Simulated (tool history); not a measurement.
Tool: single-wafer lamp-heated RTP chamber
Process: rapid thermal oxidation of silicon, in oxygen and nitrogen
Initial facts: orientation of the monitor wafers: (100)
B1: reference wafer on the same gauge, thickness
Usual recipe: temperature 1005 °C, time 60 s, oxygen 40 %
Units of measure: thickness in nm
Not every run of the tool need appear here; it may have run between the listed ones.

run 1 hour=0.0 | temperature=1005 time=80 oxygen=40 | B1=4.350 | thickness=4.906
run 2 hour=59.4 | temperature=1005 time=80 oxygen=40 | B1=4.352 | thickness=4.902
run 3 hour=126.0 | temperature=1005 time=80 oxygen=40 | B1=4.350 | thickness=4.913
run 4 hour=164.7 | temperature=1005 time=60 oxygen=40 | B1=4.351 | thickness=4.358
run 5 hour=221.7 | temperature=1005 time=60 oxygen=40 | B1=4.350 | thickness=4.346
run 6 hour=248.5 | temperature=1005 time=60 oxygen=40 | B1=4.350 | thickness=4.349
run 7 hour=293.4 | temperature=1005 time=60 oxygen=40 | B1=4.350 | thickness=4.359
run 8 hour=335.9 | temperature=1005 time=60 oxygen=40 | B1=4.350 | thickness=4.353
-- hour=395.9 pyrometer window cleaned and pyrometer calibrated
run 9 hour=401.2 | temperature=1005 time=60 oxygen=40 | B1=4.351 | thickness=4.271
run 10 hour=429.4 | temperature=1005 time=60 oxygen=40 | B1=4.349 | thickness=4.278
run 11 hour=471.4 | temperature=1005 time=60 oxygen=40 | B1=4.350 | thickness=4.293
-- hour=537.3 oxygen flow controller replaced
run 12 hour=539.8 | temperature=1005 time=60 oxygen=49 | B1=4.351 | thickness=4.679
run 13 hour=592.5 | temperature=1005 time=60 oxygen=49 | B1=4.350 | thickness=4.665
run 14 hour=637.3 | temperature=1005 time=60 oxygen=49 | B1=4.350 | thickness=4.681
run 15 hour=701.2 | temperature=1028 time=73 oxygen=40 | B1=4.348 | thickness=5.611
run 16 hour=746.3 | temperature=1022 time=60 oxygen=40 | B1=4.348 | thickness=4.941
run 17 hour=775.3 | temperature=1005 time=60 oxygen=40 | B1=4.349 | thickness=4.398
run 18 hour=846.9 | temperature=1005 time=60 oxygen=40 | B1=4.350 | thickness=4.391
run 19 hour=884.7 | temperature=1031 time=31 oxygen=40 | B1=4.348 | thickness=3.990
run 20 hour=927.3 | temperature=996 time=60 oxygen=40 | B1=4.352 | thickness=4.142
-- hour=933.8 gauge calibrated
run 21 hour=971.0 | temperature=997 time=60 oxygen=63 | B1=4.350 | thickness=4.857
run 22 hour=1017.8 | temperature=993 time=40 oxygen=69 | B1=4.350 | thickness=4.103
run 23 hour=1060.3 | temperature=1032 time=80 oxygen=17 | B1=4.350 | thickness=4.508
run 24 hour=1096.5 | temperature=1005 time=60 oxygen=67 | B1=4.351 | thickness=5.259
run 25 hour=1161.3 | temperature=1024 time=48 oxygen=24 | B1=4.350 | thickness=3.891
run 26 hour=1203.3 | temperature=1005 time=60 oxygen=40 | B1=4.349 | thickness=4.413
run 27 hour=1255.1 | temperature=1021 time=83 oxygen=40 | B1=4.350 | thickness=5.661
run 28 hour=1281.0 | temperature=1005 time=60 oxygen=40 | B1=4.350 | thickness=4.419

Measured minus without-hidden-state, run by run (identical run-to-run variation in each term; gauge scatter may differ):
Unlogged tool condition in this case: true wafer temperature minus pyrometer reading, K; deviation of the oxygen flow from its setpoint, %; gauge reads high (%).
run=1 thickness=+0.037
run=2 thickness=+0.039
run=3 thickness=+0.040
run=4 thickness=+0.035
run=5 thickness=+0.035
run=6 thickness=+0.035
run=7 thickness=+0.036
run=8 thickness=+0.035
run=9 thickness=-0.046
run=10 thickness=-0.038
run=11 thickness=-0.029
run=12 thickness=+0.060
run=13 thickness=+0.069
run=14 thickness=+0.077
run=15 thickness=+0.101
run=16 thickness=+0.093
run=17 thickness=+0.084
run=18 thickness=+0.089
run=19 thickness=+0.078
run=20 thickness=+0.086
run=21 thickness=+0.110
run=22 thickness=+0.091
run=23 thickness=+0.093
run=24 thickness=+0.125
run=25 thickness=+0.078
run=26 thickness=+0.099
run=27 thickness=+0.130
run=28 thickness=+0.099
